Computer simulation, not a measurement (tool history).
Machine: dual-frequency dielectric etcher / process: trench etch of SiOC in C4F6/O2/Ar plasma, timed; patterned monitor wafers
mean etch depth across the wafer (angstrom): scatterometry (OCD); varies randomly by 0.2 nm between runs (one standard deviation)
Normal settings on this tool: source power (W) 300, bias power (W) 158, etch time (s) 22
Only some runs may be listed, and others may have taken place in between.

run     day  source power (W)  bias power (W)  etch time (s)  wafers since the last listed run  hours since the last wet clean  hours since the last source power generator calibration  hours since the last bias power generator calibration  hours since the last upper electrode change  hours since the gauge calibration  read-back reference wafer on the same gauge, depth_nm  mean etch depth across the wafer (angstrom)
  1       0               300             158             22                                 0                           365.6                                                   3334.6                                                 1212.2                                       4011.2                              387.9                                                  32.41                                        397.3
  2   2.342               300             158             22                               662                           421.8                                                   3390.8                                                 1268.4                                       4067.4                              444.1                                                  32.41                                        397.1
  3   5.758               300             158             22                               966                           503.8                                                   3472.8                                                 1350.4                                       4149.4                              526.1                                                  32.41                                        398.8
      9.779  -- wet clean of the chamber
  4     9.8               300             158             22                               860                             0.5                                                   3569.8                                                 1447.4                                       4246.4                              623.1                                                  32.39                                        388.2
  5  12.058               300             158             22                               638                            54.7                                                     3624                                                 1501.6                                       4300.6                              677.3                                                   32.4                                        385.4
  6  13.867               300             158             22                               511                            98.1                                                   3667.4                                                   1545                                         4344                              720.7                                                  32.41                                        395.2
  7  15.558               300             158             22                               478                           138.7                                                     3708                                                 1585.6                                       4384.6                              761.3                                                  32.42                                        394.7
  8  18.304               270             193             22                               776                           204.6                                                   3773.9                                                 1651.5                                       4450.5                              827.2                                                  32.37                                        401.6
  9  22.104               300             158             22                              1075                           295.8                                                   3865.1                                                 1742.7                                       4541.7                              918.4                                                  32.34                                        400.6
     24.183  -- upper electrode replaced, of another model than before
 10  24.888               300             141           17.5                               504                           362.6                                                   3931.9                                                 1809.5                                         16.9                              985.2                                                  32.38                                        306.1
     25.038  -- gauge calibrated
 11    26.4               300             158           25.5                               427                           398.9                                                   3968.2                                                 1845.8                                         53.2                               32.7                                                  32.37                                        461.7
     26.667  -- bias power generator calibrated
     28.075  -- source power generator calibrated
 12  30.133               220             158           23.5                               961                           488.5                                                     49.4                                                   83.2                                        142.8                              122.3                                                  32.34                                        410.8
 13  31.754               360             158             22                               458                           527.4                                                     88.3                                                  122.1                                        181.7                              161.2                                                  32.39                                          417
     33.788  -- wet clean of the chamber
 14  34.129               300             191           25.5                               388                             8.2                                                    145.3                                                  179.1                                        238.7                              218.2                                                  32.43                                          479
 15  42.288               300             158           26.5                              2308                             204                                                    341.1                                                  374.9                                        434.5                                414                                                  32.42                                        481.3

What if the next run were any one of these 3? Each begins from the tool's condition after run 15:
  A  42.304               300             158             25                                 4                           204.4                                                    341.5                                                  375.3                                        434.9                              414.4                                                      ?                                            ?
  B  42.304               250             158             22                                 4                           204.4                                                    341.5                                                  375.3                                        434.9                              414.4                                                      ?                                            ?
  C  42.304               300             132           26.5                                 4                           204.4                                                    341.5                                                  375.3                                        434.9                              414.4                                                      ?                                            ?

run  read-back reference wafer on the same gauge, depth_nm  mean etch depth across the wafer (angstrom)
  A                                                  32.41                                        450.4
  B                                                  32.41                                          383
  C                                                  32.41                                        452.1
Take away the tool's hidden state, keep each run's random variation, and the runs would have read:
run  mean etch depth across the wafer (angstrom)
  A                                        440.2
  B                                        374.3
  C                                        441.9
